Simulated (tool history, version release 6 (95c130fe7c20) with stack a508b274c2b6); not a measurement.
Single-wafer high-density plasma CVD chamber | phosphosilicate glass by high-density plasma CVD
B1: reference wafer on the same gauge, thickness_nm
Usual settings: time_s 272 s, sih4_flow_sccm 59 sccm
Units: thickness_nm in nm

{"run": 1, "hour": 0.0, "time_s": 272, "sih4_flow_sccm": 59, "B1": 1320.454, "thickness_nm": 1430.296}
{"run": 2, "hour": 21.0, "time_s": 272, "sih4_flow_sccm": 59, "B1": 1321.041, "thickness_nm": 1430.4}
{"run": 3, "hour": 32.6, "time_s": 272, "sih4_flow_sccm": 59, "B1": 1319.485, "thickness_nm": 1427.634}
{"run": 4, "hour": 50.4, "time_s": 272, "sih4_flow_sccm": 59, "B1": 1319.443, "thickness_nm": 1429.978}
{"run": 5, "hour": 60.3, "time_s": 272, "sih4_flow_sccm": 59, "B1": 1319.433, "thickness_nm": 1424.462}
{"hour": 69.1, "done": "silane flow controller replaced"}
{"run": 6, "hour": 71.6, "time_s": 272, "sih4_flow_sccm": 59, "B1": 1319.769, "thickness_nm": 1532.623}
{"hour": 77.3, "done": "gauge calibrated"}
{"run": 7, "hour": 80.8, "time_s": 272, "sih4_flow_sccm": 59, "B1": 1320.922, "thickness_nm": 1526.531}
{"run": 8, "hour": 95.6, "time_s": 313, "sih4_flow_sccm": 51, "B1": 1319.381, "thickness_nm": 1518.635}
{"run": 9, "hour": 107.4, "time_s": 272, "sih4_flow_sccm": 59, "B1": 1319.354, "thickness_nm": 1530.878}
{"run": 10, "hour": 123.3, "time_s": 300, "sih4_flow_sccm": 59, "B1": 1319.709, "thickness_nm": 1684.919}
{"run": 11, "hour": 136.0, "time_s": 301, "sih4_flow_sccm": 55, "B1": 1320.998, "thickness_nm": 1578.857}
{"run": 12, "hour": 151.1, "time_s": 300, "sih4_flow_sccm": 59, "B1": 1319.563, "thickness_nm": 1686.182}
{"run": 13, "hour": 166.3, "time_s": 287, "sih4_flow_sccm": 53, "B1": 1320.654, "thickness_nm": 1449.134}
{"run": 14, "hour": 174.2, "time_s": 272, "sih4_flow_sccm": 59, "B1": 1319.772, "thickness_nm": 1527.488}

3 ways to go on from here, each from the tool as it stands after run 14. What would each give?
{"run": "A", "hour": 174.7, "time_s": 220, "sih4_flow_sccm": 59, "B1": "?", "thickness_nm": "?"}
{"run": "B", "hour": 174.7, "time_s": 253, "sih4_flow_sccm": 54, "B1": "?", "thickness_nm": "?"}
{"run": "C", "hour": 174.7, "time_s": 272, "sih4_flow_sccm": 55, "B1": "?", "thickness_nm": "?"}

run=A B1=1319.467 thickness_nm=1234.130
run=B B1=1319.467 thickness_nm=1298.974
run=C B1=1319.467 thickness_nm=1422.387
Without the tool's hidden state the same runs would have given:
run=A thickness_nm=1234.177
run=B thickness_nm=1299.023
run=C thickness_nm=1422.441
